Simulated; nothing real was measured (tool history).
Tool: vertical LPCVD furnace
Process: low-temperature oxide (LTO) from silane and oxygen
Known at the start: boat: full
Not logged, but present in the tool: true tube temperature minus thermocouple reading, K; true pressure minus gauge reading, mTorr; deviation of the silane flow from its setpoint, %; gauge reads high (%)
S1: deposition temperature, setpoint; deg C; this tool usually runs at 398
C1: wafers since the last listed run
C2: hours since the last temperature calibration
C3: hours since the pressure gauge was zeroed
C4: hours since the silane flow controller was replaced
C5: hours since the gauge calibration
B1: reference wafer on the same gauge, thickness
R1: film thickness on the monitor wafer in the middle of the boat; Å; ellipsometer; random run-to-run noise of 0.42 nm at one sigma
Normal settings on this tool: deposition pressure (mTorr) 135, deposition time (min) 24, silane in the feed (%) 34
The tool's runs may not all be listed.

{"run": 1, "day": 0.0, "S1": 398, "deposition pressure (mTorr)": 135, "deposition time (min)": 24, "silane in the feed (%)": 34, "C1": 0, "C2": 3385.4, "C3": 1162.6, "C4": 4428.8, "C5": 1011.2, "B1": 91.02, "R1": 1024.9}
{"run": 2, "day": 1.367, "S1": 398, "deposition pressure (mTorr)": 135, "deposition time (min)": 24, "silane in the feed (%)": 34, "C1": 585, "C2": 3418.2, "C3": 1195.4, "C4": 4461.6, "C5": 1044, "B1": 91.11, "R1": 1010.3}
{"run": 3, "day": 2.492, "S1": 398, "deposition pressure (mTorr)": 135, "deposition time (min)": 24, "silane in the feed (%)": 34, "C1": 482, "C2": 3445.2, "C3": 1222.4, "C4": 4488.6, "C5": 1071, "B1": 91.01, "R1": 1020.6}
{"run": 4, "day": 3.925, "S1": 398, "deposition pressure (mTorr)": 135, "deposition time (min)": 27.5, "silane in the feed (%)": 34, "C1": 614, "C2": 3479.6, "C3": 1256.8, "C4": 4523, "C5": 1105.4, "B1": 90.88, "R1": 1169.6}
{"run": 5, "day": 5.562, "S1": 398, "deposition pressure (mTorr)": 135, "deposition time (min)": 27.5, "silane in the feed (%)": 34, "C1": 701, "C2": 3518.9, "C3": 1296.1, "C4": 4562.3, "C5": 1144.7, "B1": 90.95, "R1": 1170.4}
{"day": 7.233, "done": "gauge calibrated"}
{"run": 6, "day": 8.25, "S1": 398, "deposition pressure (mTorr)": 135, "deposition time (min)": 24, "silane in the feed (%)": 34, "C1": 1151, "C2": 3583.4, "C3": 1360.6, "C4": 4626.8, "C5": 24.4, "B1": 90.84, "R1": 1014.6}
{"run": 7, "day": 10.667, "S1": 398, "deposition pressure (mTorr)": 135, "deposition time (min)": 24, "silane in the feed (%)": 34, "C1": 1035, "C2": 3641.4, "C3": 1418.6, "C4": 4684.8, "C5": 82.4, "B1": 91.07, "R1": 1021.2}
{"run": 8, "day": 11.883, "S1": 398, "deposition pressure (mTorr)": 135, "deposition time (min)": 24, "silane in the feed (%)": 34, "C1": 521, "C2": 3670.6, "C3": 1447.8, "C4": 4714, "C5": 111.6, "B1": 90.97, "R1": 1018.4}
{"run": 9, "day": 14.25, "S1": 398, "deposition pressure (mTorr)": 135, "deposition time (min)": 24, "silane in the feed (%)": 34, "C1": 1014, "C2": 3727.4, "C3": 1504.6, "C4": 4770.8, "C5": 168.4, "B1": 90.92, "R1": 1021.6}
{"run": 10, "day": 15.746, "S1": 398, "deposition pressure (mTorr)": 135, "deposition time (min)": 24, "silane in the feed (%)": 34, "C1": 640, "C2": 3763.3, "C3": 1540.5, "C4": 4806.7, "C5": 204.3, "B1": 91.03, "R1": 1020.6}
{"run": 11, "day": 17.483, "S1": 398, "deposition pressure (mTorr)": 135, "deposition time (min)": 24, "silane in the feed (%)": 34, "C1": 744, "C2": 3805, "C3": 1582.2, "C4": 4848.4, "C5": 246, "B1": 91.17, "R1": 1006.4}
{"run": 12, "day": 18.521, "S1": 398, "deposition pressure (mTorr)": 135, "deposition time (min)": 24, "silane in the feed (%)": 34, "C1": 444, "C2": 3829.9, "C3": 1607.1, "C4": 4873.3, "C5": 270.9, "B1": 91.14, "R1": 1013.1}
{"run": 13, "day": 26.425, "S1": 398, "deposition pressure (mTorr)": 135, "deposition time (min)": 24, "silane in the feed (%)": 34, "C1": 3386, "C2": 4019.6, "C3": 1796.8, "C4": 5063, "C5": 460.6, "B1": 91.12, "R1": 1010.5}
{"run": 14, "day": 27.688, "S1": 398, "deposition pressure (mTorr)": 135, "deposition time (min)": 24, "silane in the feed (%)": 34, "C1": 540, "C2": 4049.9, "C3": 1827.1, "C4": 5093.3, "C5": 490.9, "B1": 90.9, "R1": 1009.4}
{"run": 15, "day": 29.042, "S1": 404, "deposition pressure (mTorr)": 160, "deposition time (min)": 28.5, "silane in the feed (%)": 39, "C1": 580, "C2": 4082.4, "C3": 1859.6, "C4": 5125.8, "C5": 523.4, "B1": 91.02, "R1": 1811.3}
{"run": 16, "day": 30.204, "S1": 410, "deposition pressure (mTorr)": 125, "deposition time (min)": 19, "silane in the feed (%)": 38, "C1": 498, "C2": 4110.3, "C3": 1887.5, "C4": 5153.7, "C5": 551.3, "B1": 91.11, "R1": 970.7}
{"run": 17, "day": 32.262, "S1": 398, "deposition pressure (mTorr)": 135, "deposition time (min)": 24, "silane in the feed (%)": 34, "C1": 881, "C2": 4159.7, "C3": 1936.9, "C4": 5203.1, "C5": 600.7, "B1": 91.02, "R1": 1007.5}
{"day": 33.483, "done": "pressure gauge zeroed"}
{"run": 18, "day": 34.212, "S1": 394, "deposition pressure (mTorr)": 135, "deposition time (min)": 24, "silane in the feed (%)": 32, "C1": 407, "C2": 4206.5, "C3": 17.5, "C4": 5249.9, "C5": 647.5, "B1": 91.04, "R1": 918.5}
{"day": 36.142, "done": "thermocouples replaced and temperature profile calibrated"}
{"run": 19, "day": 36.567, "S1": 389, "deposition pressure (mTorr)": 165, "deposition time (min)": 24, "silane in the feed (%)": 34, "C1": 580, "C2": 10.2, "C3": 74, "C4": 5306.4, "C5": 704, "B1": 91.09, "R1": 1116.5}
{"run": 20, "day": 38.175, "S1": 398, "deposition pressure (mTorr)": 135, "deposition time (min)": 30.5, "silane in the feed (%)": 34, "C1": 689, "C2": 48.8, "C3": 112.6, "C4": 5345, "C5": 742.6, "B1": 91.09, "R1": 1293.6}
{"day": 39.896, "done": "silane flow controller replaced"}
{"run": 21, "day": 42.129, "S1": 398, "deposition pressure (mTorr)": 135, "deposition time (min)": 24, "silane in the feed (%)": 34, "C1": 1265, "C2": 143.7, "C3": 207.5, "C4": 53.6, "C5": 837.5, "B1": 91.01, "R1": 1022.6}
{"run": 22, "day": 44.492, "S1": 398, "deposition pressure (mTorr)": 120, "deposition time (min)": 24, "silane in the feed (%)": 29, "C1": 1012, "C2": 200.4, "C3": 264.2, "C4": 110.3, "C5": 894.2, "B1": 91.1, "R1": 715.2}
{"run": 23, "day": 45.917, "S1": 398, "deposition pressure (mTorr)": 105, "deposition time (min)": 17, "silane in the feed (%)": 30, "C1": 610, "C2": 234.6, "C3": 298.4, "C4": 144.5, "C5": 928.4, "B1": 91.01, "R1": 469.3}
{"day": 46.475, "done": "gauge calibrated"}
{"run": 24, "day": 48.104, "S1": 407, "deposition pressure (mTorr)": 150, "deposition time (min)": 21.5, "silane in the feed (%)": 31, "C1": 937, "C2": 287.1, "C3": 350.9, "C4": 197, "C5": 39.1, "B1": 90.88, "R1": 987.5}
{"run": 25, "day": 50.112, "S1": 405, "deposition pressure (mTorr)": 135, "deposition time (min)": 32.5, "silane in the feed (%)": 39, "C1": 860, "C2": 335.3, "C3": 399.1, "C4": 245.2, "C5": 87.3, "B1": 90.95, "R1": 1754.6}
{"run": 26, "day": 51.133, "S1": 402, "deposition pressure (mTorr)": 125, "deposition time (min)": 32.5, "silane in the feed (%)": 37, "C1": 437, "C2": 359.8, "C3": 423.6, "C4": 269.7, "C5": 111.8, "B1": 91.11, "R1": 1489.3}
{"run": 27, "day": 53.754, "S1": 404, "deposition pressure (mTorr)": 110, "deposition time (min)": 26.5, "silane in the feed (%)": 41, "C1": 1122, "C2": 422.7, "C3": 486.5, "C4": 332.6, "C5": 174.7, "B1": 91.01, "R1": 1233.9}
{"run": 28, "day": 56.667, "S1": 398, "deposition pressure (mTorr)": 135, "deposition time (min)": 24, "silane in the feed (%)": 34, "C1": 1247, "C2": 492.6, "C3": 556.4, "C4": 402.5, "C5": 244.6, "B1": 91.15, "R1": 1010.6}
{"run": 29, "day": 62.788, "S1": 410, "deposition pressure (mTorr)": 125, "deposition time (min)": 19, "silane in the feed (%)": 38, "C1": 2622, "C2": 639.5, "C3": 703.3, "C4": 549.4, "C5": 391.5, "B1": 90.96, "R1": 982.2}
{"run": 30, "day": 65.617, "S1": 404, "deposition pressure (mTorr)": 105, "deposition time (min)": 32.5, "silane in the feed (%)": 30, "C1": 1212, "C2": 707.4, "C3": 771.2, "C4": 617.3, "C5": 459.4, "B1": 90.94, "R1": 959.1}
{"run": 31, "day": 67.304, "S1": 387, "deposition pressure (mTorr)": 150, "deposition time (min)": 33.5, "silane in the feed (%)": 27, "C1": 723, "C2": 747.9, "C3": 811.7, "C4": 657.8, "C5": 499.9, "B1": 90.98, "R1": 980.9}

Some steps in R1 between neighbouring runs. How much of each would the tool show without its hidden state too (settings, what came in, random variation), and how much is left for the hidden state, with any gauge scatter that isn't in both results?
Run 14 -> 15: S1 398 -> 404, deposition pressure (mTorr) 135 -> 160, deposition time (min) 24 -> 28.5, silane in the feed (%) 34 -> 39. R1 +801.9 Å: hidden state +10.2, all else +791.7.
Run 15 -> 16: S1 404 -> 410, deposition pressure (mTorr) 160 -> 125, deposition time (min) 28.5 -> 19, silane in the feed (%) 39 -> 38. R1 -840.6 Å: hidden state -17.4, all else -823.2.
Run 17 -> 18: S1 398 -> 394, silane in the feed (%) 34 -> 32, pressure gauge zeroed. R1 -89 Å: hidden state +37.9, all else -126.9.
Run 18 -> 19: S1 394 -> 389, deposition pressure (mTorr) 135 -> 165, silane in the feed (%) 32 -> 34, thermocouples replaced and temperature profile calibrated. R1 +198 Å: hidden state -29, all else +227.
Run 24 -> 25: S1 407 -> 405, deposition pressure (mTorr) 150 -> 135, deposition time (min) 21.5 -> 32.5, silane in the feed (%) 31 -> 39. R1 +767.1 Å: hidden state +8.9, all else +758.2.
